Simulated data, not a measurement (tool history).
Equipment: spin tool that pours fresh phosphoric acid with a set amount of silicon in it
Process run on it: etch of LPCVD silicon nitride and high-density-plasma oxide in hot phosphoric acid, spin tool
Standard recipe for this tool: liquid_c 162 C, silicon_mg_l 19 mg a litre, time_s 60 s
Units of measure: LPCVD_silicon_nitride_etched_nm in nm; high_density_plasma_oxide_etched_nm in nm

| run | hour | liquid_c | silicon_mg_l | time_s | read-back film thickness of the LPCVD silicon nitride reference wafer, read on the same gauge (nm) | read-back film thickness of the high-density-plasma oxide reference wafer, read on the same gauge (nm) | LPCVD_silicon_nitride_etched_nm | high_density_plasma_oxide_etched_nm |
|---|---|---|---|---|---|---|---|---|
| 1 | 0 | 162 | 10 | 60 | 130.01 | 70.005 | 5.07 | 0.169 |
|  | 59 | gauge calibrated |
| 2 | 67.3 | 162 | 19 | 60 | 129.98 | 70.047 | 4.97 | 0.162 |
|  | 81.2 | dissolved silicon flow meter replaced |
| 3 | 91.2 | 162 | 19 | 35 | 129.99 | 69.973 | 2.95 | 0.078 |
| 4 | 116.2 | 160.5 | 19 | 30 | 130.02 | 69.992 | 2.36 | 0.07 |
|  | 143.8 | heated supply line repaired |
| 5 | 146.8 | 160.5 | 19 | 85 | 129.99 | 70.03 | 7.68 | 0.224 |
| 6 | 172.3 | 159.5 | 19 | 45 | 130.01 | 69.998 | 3.98 | 0.132 |
| 7 | 200.8 | 165 | 7.5 | 35 | 129.98 | 70.006 | 3.66 | 0.193 |
| 8 | 235.5 | 162 | 19 | 60 | 129.99 | 69.991 | 5.7 | 0.206 |
|  | 273.9 | thermometer replaced |
| 9 | 321.2 | 162 | 19 | 60 | 129.99 | 69.938 | 5.77 | 0.175 |
| 10 | 350.4 | 159 | 28 | 40 | 129.99 | 70.008 | 3.45 | 0.093 |
| 11 | 379.5 | 160 | 29 | 90 | 129.98 | 70.022 | 7.96 | 0.188 |
| 12 | 414.4 | 162 | 19 | 60 | 130.02 | 70.001 | 5.59 | 0.197 |
| 13 | 493.2 | 162 | 19 | 60 | 130.01 | 70.014 | 5.64 | 0.186 |
| 14 | 524.1 | 162 | 8.5 | 30 | 130 | 70.002 | 2.78 | 0.121 |
| 15 | 546.2 | 164 | 19 | 60 | 129.98 | 70.039 | 5.99 | 0.195 |
| 16 | 565.4 | 162 | 19 | 60 | 129.99 | 69.979 | 5.66 | 0.178 |
|  | 581.1 | gauge calibrated |
| 17 | 596.7 | 159.5 | 29.5 | 60 | 129.99 | 70.011 | 5.18 | 0.111 |
| 18 | 623.2 | 161 | 8 | 70 | 130 | 69.938 | 6.29 | 0.286 |
| 19 | 642.7 | 161 | 28 | 60 | 129.99 | 70.003 | 5.36 | 0.127 |
| 20 | 659.9 | 162 | 19 | 35 | 130.02 | 70.027 | 3.29 | 0.103 |

Predict each of these 5 candidate next runs independently; none follows another, all start after run 20:
| A | 660.3 | 162 | 19 | 60 | ? | ? | ? | ? |
| B | 660.3 | 161 | 19 | 60 | ? | ? | ? | ? |
| C | 660.3 | 164 | 19 | 45 | ? | ? | ? | ? |
| D | 660.3 | 163.5 | 19 | 40 | ? | ? | ? | ? |
| E | 660.3 | 164 | 11.5 | 85 | ? | ? | ? | ? |

| run | read-back film thickness of the LPCVD silicon nitride reference wafer, read on the same gauge (nm) | read-back film thickness of the high-density-plasma oxide reference wafer, read on the same gauge (nm) | LPCVD_silicon_nitride_etched_nm | high_density_plasma_oxide_etched_nm |
|---|---|---|---|---|
| A | 129.98 | 69.989 | 5.63 | 0.222 |
| B | 129.98 | 69.989 | 5.44 | 0.206 |
| C | 129.98 | 69.989 | 4.51 | 0.193 |
| D | 129.98 | 69.989 | 3.94 | 0.165 |
| E | 129.98 | 69.989 | 8.52 | 0.44 |
With no hidden state in the tool, these same runs would have given:
| run | LPCVD_silicon_nitride_etched_nm | high_density_plasma_oxide_etched_nm |
|---|---|---|
| A | 5.78 | 0.235 |
| B | 5.59 | 0.219 |
| C | 4.63 | 0.204 |
| D | 4.05 | 0.175 |
| E | 8.75 | 0.466 |
